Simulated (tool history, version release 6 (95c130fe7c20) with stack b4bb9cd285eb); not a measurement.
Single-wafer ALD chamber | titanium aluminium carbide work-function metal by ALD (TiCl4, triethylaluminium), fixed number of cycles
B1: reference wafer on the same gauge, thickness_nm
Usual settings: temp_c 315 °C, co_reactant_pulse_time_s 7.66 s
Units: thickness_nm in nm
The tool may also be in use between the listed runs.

run 1 hour=0 | temp_c=315 co_reactant_pulse_time_s=7.66 | B1=1.701 | thickness_nm=2.046
run 2 hour=35.1 | temp_c=315 co_reactant_pulse_time_s=7.66 | B1=1.7 | thickness_nm=2.041
run 3 hour=106.7 | temp_c=315 co_reactant_pulse_time_s=7.66 | B1=1.701 | thickness_nm=2.043
run 4 hour=160.5 | temp_c=315 co_reactant_pulse_time_s=8.52 | B1=1.699 | thickness_nm=2.104
run 5 hour=221.9 | temp_c=311 co_reactant_pulse_time_s=7.66 | B1=1.701 | thickness_nm=2.012
run 6 hour=248.6 | temp_c=315 co_reactant_pulse_time_s=7.66 | B1=1.698 | thickness_nm=2.034
run 7 hour=278.3 | temp_c=315 co_reactant_pulse_time_s=7.66 | B1=1.704 | thickness_nm=2.038
run 8 hour=321.2 | temp_c=315 co_reactant_pulse_time_s=7.66 | B1=1.698 | thickness_nm=2.043
run 9 hour=376.7 | temp_c=321 co_reactant_pulse_time_s=7.66 | B1=1.7 | thickness_nm=2.089
run 10 hour=404 | temp_c=315 co_reactant_pulse_time_s=7.66 | B1=1.7 | thickness_nm=2.031
run 11 hour=470.8 | temp_c=324 co_reactant_pulse_time_s=9.96 | B1=1.7 | thickness_nm=2.192
run 12 hour=518.6 | temp_c=306 co_reactant_pulse_time_s=6.55 | B1=1.699 | thickness_nm=1.91
run 13 hour=567.1 | temp_c=308 co_reactant_pulse_time_s=6.09 | B1=1.7 | thickness_nm=1.887
run 14 hour=772.2 | temp_c=315 co_reactant_pulse_time_s=7.66 | B1=1.7 | thickness_nm=2.058
run 15 hour=801 | temp_c=311 co_reactant_pulse_time_s=10.68 | B1=1.698 | thickness_nm=2.115
run 16 hour=834.6 | temp_c=301 co_reactant_pulse_time_s=10.58 | B1=1.7 | thickness_nm=2.045
run 17 hour=902.4 | temp_c=315 co_reactant_pulse_time_s=7.66 | B1=1.701 | thickness_nm=2.036
run 18 hour=970.3 | temp_c=328 co_reactant_pulse_time_s=5.87 | B1=1.701 | thickness_nm=1.999
run 19 hour=1151 | temp_c=305 co_reactant_pulse_time_s=6.44 | B1=1.701 | thickness_nm=1.899

Not shown: 5 entries that the log had between the listed runs. Between which runs, and how does the tool's hidden state differ before and after?
Between runs 10 and 11: gauge calibrated (hour 416.3)
  no hidden state differs between the two runs
Between runs 11 and 12: thermocouple changed; heater temperature recalibrated (hour 481.8)
  no hidden state differs between the two runs
Between runs 12 and 13: showerhead replaced (hour 556.9)
  no hidden state differs between the two runs
Between runs 13 and 14: triethylaluminium bottle replaced (hour 674.1)
  no hidden state differs between the two runs
Between runs 18 and 19: gauge calibrated (hour 1036.5)
  no hidden state differs between the two runs
